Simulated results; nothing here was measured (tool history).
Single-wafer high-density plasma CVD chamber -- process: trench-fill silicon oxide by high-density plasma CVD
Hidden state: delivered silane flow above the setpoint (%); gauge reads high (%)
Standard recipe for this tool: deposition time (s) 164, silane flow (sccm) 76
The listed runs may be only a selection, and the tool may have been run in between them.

| run | hour | deposition time (s) | silane flow (sccm) | wafers since the last listed run | hours since the silane flow controller was replaced | hours since the gauge calibration | read-back reference wafer on the same gauge, thickness_nm | mean film thickness on the monitor wafer (angstrom) |
|---|---|---|---|---|---|---|---|---|
| 1 | 0 | 164 | 83 | 0 | 2466.8 | 469.6 | 1269.663 | 13703.31 |
| 2 | 9.1 | 164 | 76 | 109 | 2475.9 | 478.7 | 1268.993 | 12977.18 |
| 3 | 24.7 | 164 | 76 | 188 | 2491.5 | 494.3 | 1269.624 | 12988.95 |
| 4 | 42.4 | 164 | 76 | 213 | 2509.2 | 512 | 1270.154 | 12987.92 |
| 5 | 49.5 | 164 | 76 | 85 | 2516.3 | 519.1 | 1269.687 | 12986.77 |
| 6 | 61.1 | 164 | 76 | 139 | 2527.9 | 530.7 | 1269.213 | 12992.85 |
| 7 | 77.4 | 164 | 76 | 196 | 2544.2 | 547 | 1268.761 | 12959.91 |
| 8 | 99.4 | 164 | 84 | 265 | 2566.2 | 569 | 1269.586 | 13837.99 |
| 9 | 116.2 | 164 | 76 | 202 | 2583 | 585.8 | 1269.303 | 12919.49 |
| 10 | 128.8 | 164 | 76 | 151 | 2595.6 | 598.4 | 1270.364 | 12921.53 |
| 11 | 138.2 | 164 | 76 | 113 | 2605 | 607.8 | 1269.419 | 13017.81 |
| 12 | 154.8 | 164 | 80 | 200 | 2621.6 | 624.4 | 1269.698 | 13358.41 |
| 13 | 168 | 164 | 80 | 159 | 2634.8 | 637.6 | 1269.268 | 13366.43 |
| 14 | 177.3 | 164 | 80 | 112 | 2644.1 | 646.9 | 1270.153 | 13387.11 |
| 15 | 185.4 | 164 | 76 | 97 | 2652.2 | 655 | 1270.063 | 13010.68 |
| 16 | 200.8 | 164 | 76 | 185 | 2667.6 | 670.4 | 1269.997 | 13028.09 |
| 17 | 212.1 | 183 | 76 | 136 | 2678.9 | 681.7 | 1270.318 | 14505.51 |
|  | 225.8 | gauge calibrated |
| 18 | 226.4 | 183 | 76 | 172 | 2693.2 | 0.6 | 1269.955 | 14516.53 |
| 19 | 232.7 | 164 | 66 | 75 | 2699.5 | 6.9 | 1270.604 | 11981.67 |
|  | 260.6 | silane flow controller replaced |
| 20 | 275.8 | 164 | 76 | 423 | 15.2 | 50 | 1269.701 | 12541.2 |
| 21 | 284.6 | 164 | 76 | 106 | 24 | 58.8 | 1269.5 | 12572.19 |
| 22 | 298.8 | 164 | 76 | 171 | 38.2 | 73 | 1270.389 | 12525.13 |
| 23 | 314.3 | 135 | 69 | 186 | 53.7 | 88.5 | 1270.501 | 9722.67 |
| 24 | 331 | 174 | 84 | 201 | 70.4 | 105.2 | 1269.743 | 14169.28 |
| 25 | 345.2 | 164 | 62 | 171 | 84.6 | 119.4 | 1270.896 | 11175.87 |
| 26 | 353.9 | 164 | 76 | 104 | 93.3 | 128.1 | 1269.587 | 12550.47 |
| 27 | 367.5 | 174 | 90 | 164 | 106.9 | 141.7 | 1268.761 | 14774.93 |
| 28 | 374.9 | 180 | 62 | 89 | 114.3 | 149.1 | 1269.2 | 12272.7 |
| 29 | 392.3 | 187 | 70 | 209 | 131.7 | 166.5 | 1270.067 | 13656.68 |
| 30 | 402.9 | 164 | 90 | 127 | 142.3 | 177.1 | 1270.035 | 13962.41 |
| 31 | 412 | 164 | 72 | 109 | 151.4 | 186.2 | 1270.171 | 12193.82 |
| 32 | 424.2 | 164 | 76 | 147 | 163.6 | 198.4 | 1270.189 | 12547.16 |
| 33 | 432.7 | 164 | 76 | 102 | 172.1 | 206.9 | 1270.459 | 12600.03 |
| 34 | 441.4 | 164 | 76 | 104 | 180.8 | 215.6 | 1269.552 | 12546.26 |
| 35 | 475 | 180 | 87 | 405 | 214.4 | 249.2 | 1269.49 | 15020.92 |
| 36 | 481.7 | 155 | 76 | 80 | 221.1 | 255.9 | 1269.548 | 11879.2 |
| 37 | 489.6 | 164 | 86 | 95 | 229 | 263.8 | 1270.471 | 13609.92 |
| 38 | 505.7 | 139 | 71 | 194 | 245.1 | 279.9 | 1270.473 | 10228.79 |
| 39 | 519.7 | 142 | 85 | 168 | 259.1 | 293.9 | 1269.698 | 11730.41 |
| 40 | 537.6 | 164 | 90 | 215 | 277 | 311.8 | 1269.969 | 14010.38 |
| 41 | 578.3 | 195 | 66 | 490 | 317.7 | 352.5 | 1270.302 | 13837.98 |
| 42 | 590.2 | 173 | 65 | 143 | 329.6 | 364.4 | 1270.119 | 12105.48 |
| 43 | 598 | 164 | 69 | 94 | 337.4 | 372.2 | 1270.97 | 11908.48 |
| 44 | 612.1 | 164 | 76 | 170 | 351.5 | 386.3 | 1269.722 | 12596.29 |
| 45 | 623.3 | 164 | 76 | 135 | 362.7 | 397.5 | 1270.695 | 12595.87 |

Exercise: give the hidden state of the tool at every run:
gauge reads high (%): 0 across all the runs
H1: delivered silane flow above the setpoint (%)
| run | H1 |
|---|---|
| 1 | 5.96 |
| 2 | 5.98 |
| 3 | 6.02 |
| 4 | 6.06 |
| 5 | 6.08 |
| 6 | 6.1 |
| 7 | 6.14 |
| 8 | 6.2 |
| 9 | 6.23 |
| 10 | 6.26 |
| 11 | 6.29 |
| 12 | 6.33 |
| 13 | 6.36 |
| 14 | 6.38 |
| 15 | 6.4 |
| 16 | 6.44 |
| 17 | 6.46 |
| 18 | 6.5 |
| 19 | 6.51 |
| 20 | 0.556 |
| 21 | 0.576 |
| 22 | 0.61 |
| 23 | 0.647 |
| 24 | 0.686 |
| 25 | 0.72 |
| 26 | 0.741 |
| 27 | 0.773 |
| 28 | 0.79 |
| 29 | 0.832 |
| 30 | 0.857 |
| 31 | 0.878 |
| 32 | 0.907 |
| 33 | 0.927 |
| 34 | 0.948 |
| 35 | 1.03 |
| 36 | 1.04 |
| 37 | 1.06 |
| 38 | 1.1 |
| 39 | 1.13 |
| 40 | 1.18 |
| 41 | 1.27 |
| 42 | 1.3 |
| 43 | 1.32 |
| 44 | 1.35 |
| 45 | 1.38 |
